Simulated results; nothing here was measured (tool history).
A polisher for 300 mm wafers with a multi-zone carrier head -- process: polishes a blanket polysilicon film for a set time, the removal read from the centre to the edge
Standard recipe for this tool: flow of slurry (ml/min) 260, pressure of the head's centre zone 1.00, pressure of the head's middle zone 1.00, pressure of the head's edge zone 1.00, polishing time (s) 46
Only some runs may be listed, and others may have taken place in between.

run	hour	flow of slurry (ml/min)	pressure of the head's centre zone	pressure of the head's middle zone	pressure of the head's edge zone	polishing time (s)	incoming thickness of the incoming film, nm	film removed at the wafer's centre (nm)	film removed at mid-radius (nm)	film removed at the wafer's edge (nm)
1	0.0	320	1.07	1.00	0.97	46	1825.3	237.8	233.1	220.6
2	54.9	260	1.00	1.00	1.00	46	1830.4	210.2	226.7	221.4
3	82.5	260	0.92	1.00	0.95	46	1826.1	202.5	225.1	216.2
4	123.7	260	1.00	1.00	1.00	32	1856.1	151.3	157.2	154.6
5	162.6	285	1.00	1.10	1.09	37	1820.9	181.2	202.1	184.1
6	200.2	295	1.00	1.00	1.00	56	1838.9	264.7	281.3	272.5
7	254.0	260	0.96	1.00	1.04	55	1836.8	254.0	274.1	270.8
8	295.5	180	1.06	1.00	1.10	62	1831.6	301.6	285.9	298.7
9	351.7	260	1.07	1.00	1.09	46	1856.8	237.4	227.0	225.8
# hour 360.1: slurry nozzle cleaned
10	386.9	260	1.00	1.00	1.00	46	1859.4	217.2	223.4	222.1
# hour 391.1: worn pad replaced by a new one
11	417.5	260	1.00	1.00	1.00	46	1814.5	217.6	227.3	218.8
# hour 449.3: centre zone pressure recalibrated
12	476.4	260	1.00	1.00	1.00	46	1833.7	217.9	225.8	220.6
13	529.0	260	1.00	1.00	1.00	39	1817.3	186.8	191.9	185.1
14	589.1	260	1.00	1.00	1.00	46	1817.3	218.6	228.5	219.5
15	626.1	210	1.11	0.95	0.95	46	1840.2	226.8	214.0	209.5
16	665.0	260	1.00	1.00	1.00	46	1845.8	220.6	223.0	222.8
17	730.1	260	1.00	1.00	1.00	46	1808.8	217.3	225.2	218.6
18	795.0	205	1.00	0.94	0.90	59	1846.2	272.0	264.8	261.2
# hour 813.8: worn pad replaced by a new one
19	857.4	260	1.00	1.00	0.90	59	1872.1	273.0	287.6	265.9
# hour 866.0: carrier head's membrane replaced by a new one
20	903.8	180	1.00	1.00	1.11	46	1859.6	202.5	216.1	222.9
21	974.2	260	1.00	1.00	1.10	35	1817.7	164.7	169.7	173.9

Each row is a separate what-if for the run after 21, all from the same tool condition, not one after another. Results?
A	974.6	260	1.00	1.00	1.00	46	1820.4	?	?	?
B	974.6	230	1.10	1.00	0.96	46	1820.4	?	?	?
C	974.6	260	0.93	0.92	1.00	46	1820.4	?	?	?
D	974.6	185	1.00	1.00	1.00	37	1820.4	?	?	?
E	974.6	230	1.00	1.00	1.00	35	1820.4	?	?	?

run	film removed at the wafer's centre (nm)	film removed at mid-radius (nm)	film removed at the wafer's edge (nm)
A	216.6	229.1	220.0
B	234.2	225.3	213.1
C	201.2	213.7	220.2
D	164.5	175.0	170.3
E	161.9	171.5	165.3
What these runs would have given with no unlogged condition in the tool:
run	film removed at the wafer's centre (nm)	film removed at mid-radius (nm)	film removed at the wafer's edge (nm)
A	216.6	229.1	220.0
B	234.2	225.3	213.1
C	201.2	213.7	220.2
D	164.5	175.0	170.3
E	161.9	171.5	165.3

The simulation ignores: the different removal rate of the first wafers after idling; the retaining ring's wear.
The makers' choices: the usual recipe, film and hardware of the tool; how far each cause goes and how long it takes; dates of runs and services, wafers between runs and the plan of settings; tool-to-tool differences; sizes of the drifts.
